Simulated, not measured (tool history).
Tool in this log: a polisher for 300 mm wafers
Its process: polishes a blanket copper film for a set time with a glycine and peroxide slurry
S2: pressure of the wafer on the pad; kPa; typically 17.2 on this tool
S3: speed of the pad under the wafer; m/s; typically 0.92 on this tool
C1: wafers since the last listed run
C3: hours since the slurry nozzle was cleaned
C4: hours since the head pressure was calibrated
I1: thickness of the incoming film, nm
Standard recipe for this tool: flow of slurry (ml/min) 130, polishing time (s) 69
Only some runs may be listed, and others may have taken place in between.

{"run": 1, "hour": 0.0, "flow of slurry (ml/min)": 130, "S2": 17.2, "S3": 0.92, "polishing time (s)": 69, "C1": 0, "wafers polished on this pad": 519, "C3": 654.9, "C4": 1272.5, "I1": 1856.6, "film removed (Å)": 3396}
{"run": 2, "hour": 8.3, "flow of slurry (ml/min)": 130, "S2": 17.2, "S3": 0.92, "polishing time (s)": 69, "C1": 112, "wafers polished on this pad": 632, "C3": 663.2, "C4": 1280.8, "I1": 1864.8, "film removed (Å)": 3302}
{"run": 3, "hour": 17.8, "flow of slurry (ml/min)": 130, "S2": 17.2, "S3": 0.92, "polishing time (s)": 69, "C1": 129, "wafers polished on this pad": 761, "C3": 672.7, "C4": 1290.3, "I1": 1840.5, "film removed (Å)": 3265}
{"hour": 27.0, "done": "worn pad replaced by a new one"}
{"run": 4, "hour": 30.2, "flow of slurry (ml/min)": 160, "S2": 17.2, "S3": 0.92, "polishing time (s)": 69, "C1": 114, "wafers polished on this pad": 44, "C3": 685.1, "C4": 1302.7, "I1": 1803.2, "film removed (Å)": 3535}
{"run": 5, "hour": 79.4, "flow of slurry (ml/min)": 130, "S2": 17.2, "S3": 0.92, "polishing time (s)": 69, "C1": 669, "wafers polished on this pad": 713, "C3": 734.3, "C4": 1351.9, "I1": 1812.6, "film removed (Å)": 3166}
{"hour": 91.5, "done": "worn pad replaced by a new one"}
{"run": 6, "hour": 92.0, "flow of slurry (ml/min)": 130, "S2": 17.2, "S3": 0.92, "polishing time (s)": 69, "C1": 116, "wafers polished on this pad": 6, "C3": 746.9, "C4": 1364.5, "I1": 1826.3, "film removed (Å)": 3415}
{"run": 7, "hour": 101.0, "flow of slurry (ml/min)": 130, "S2": 17.2, "S3": 0.92, "polishing time (s)": 69, "C1": 122, "wafers polished on this pad": 128, "C3": 755.9, "C4": 1373.5, "I1": 1828.2, "film removed (Å)": 3378}
{"run": 8, "hour": 110.0, "flow of slurry (ml/min)": 130, "S2": 17.2, "S3": 0.92, "polishing time (s)": 69, "C1": 122, "wafers polished on this pad": 251, "C3": 764.9, "C4": 1382.5, "I1": 1807.3, "film removed (Å)": 3317}
{"run": 9, "hour": 125.3, "flow of slurry (ml/min)": 130, "S2": 17.2, "S3": 0.92, "polishing time (s)": 69, "C1": 208, "wafers polished on this pad": 459, "C3": 780.2, "C4": 1397.8, "I1": 1855.5, "film removed (Å)": 3223}
{"run": 10, "hour": 136.1, "flow of slurry (ml/min)": 130, "S2": 17.2, "S3": 0.92, "polishing time (s)": 69, "C1": 146, "wafers polished on this pad": 606, "C3": 791.0, "C4": 1408.6, "I1": 1850.3, "film removed (Å)": 3129}
{"run": 11, "hour": 145.8, "flow of slurry (ml/min)": 130, "S2": 17.2, "S3": 0.92, "polishing time (s)": 69, "C1": 131, "wafers polished on this pad": 738, "C3": 800.7, "C4": 1418.3, "I1": 1840.1, "film removed (Å)": 3071}
{"run": 12, "hour": 157.4, "flow of slurry (ml/min)": 130, "S2": 17.2, "S3": 0.92, "polishing time (s)": 69, "C1": 157, "wafers polished on this pad": 896, "C3": 812.3, "C4": 1429.9, "I1": 1842.2, "film removed (Å)": 3038}
{"run": 13, "hour": 167.2, "flow of slurry (ml/min)": 130, "S2": 17.2, "S3": 0.92, "polishing time (s)": 69, "C1": 133, "wafers polished on this pad": 1029, "C3": 822.1, "C4": 1439.7, "I1": 1808.8, "film removed (Å)": 2962}
{"hour": 176.3, "done": "worn pad replaced by a new one"}
{"run": 14, "hour": 176.8, "flow of slurry (ml/min)": 95, "S2": 17.2, "S3": 0.82, "polishing time (s)": 69, "C1": 76, "wafers polished on this pad": 7, "C3": 831.7, "C4": 1449.3, "I1": 1857.7, "film removed (Å)": 2709}

For run 15, what comes out?
{"hour": 184.2, "done": "slurry nozzle cleaned"}
{"run": 15, "hour": 191.3, "flow of slurry (ml/min)": 155, "S2": 20.0, "S3": 0.92, "polishing time (s)": 69, "C1": 183, "wafers polished on this pad": 190, "C3": 7.1, "C4": 1463.8, "I1": 1863.6, "film removed (Å)": "?"}

For run 15 the tool returned film removed (Å) 4169.
Were there no unlogged condition in the tool, this run, its random variation unchanged, would have produced film removed (Å) 4315.

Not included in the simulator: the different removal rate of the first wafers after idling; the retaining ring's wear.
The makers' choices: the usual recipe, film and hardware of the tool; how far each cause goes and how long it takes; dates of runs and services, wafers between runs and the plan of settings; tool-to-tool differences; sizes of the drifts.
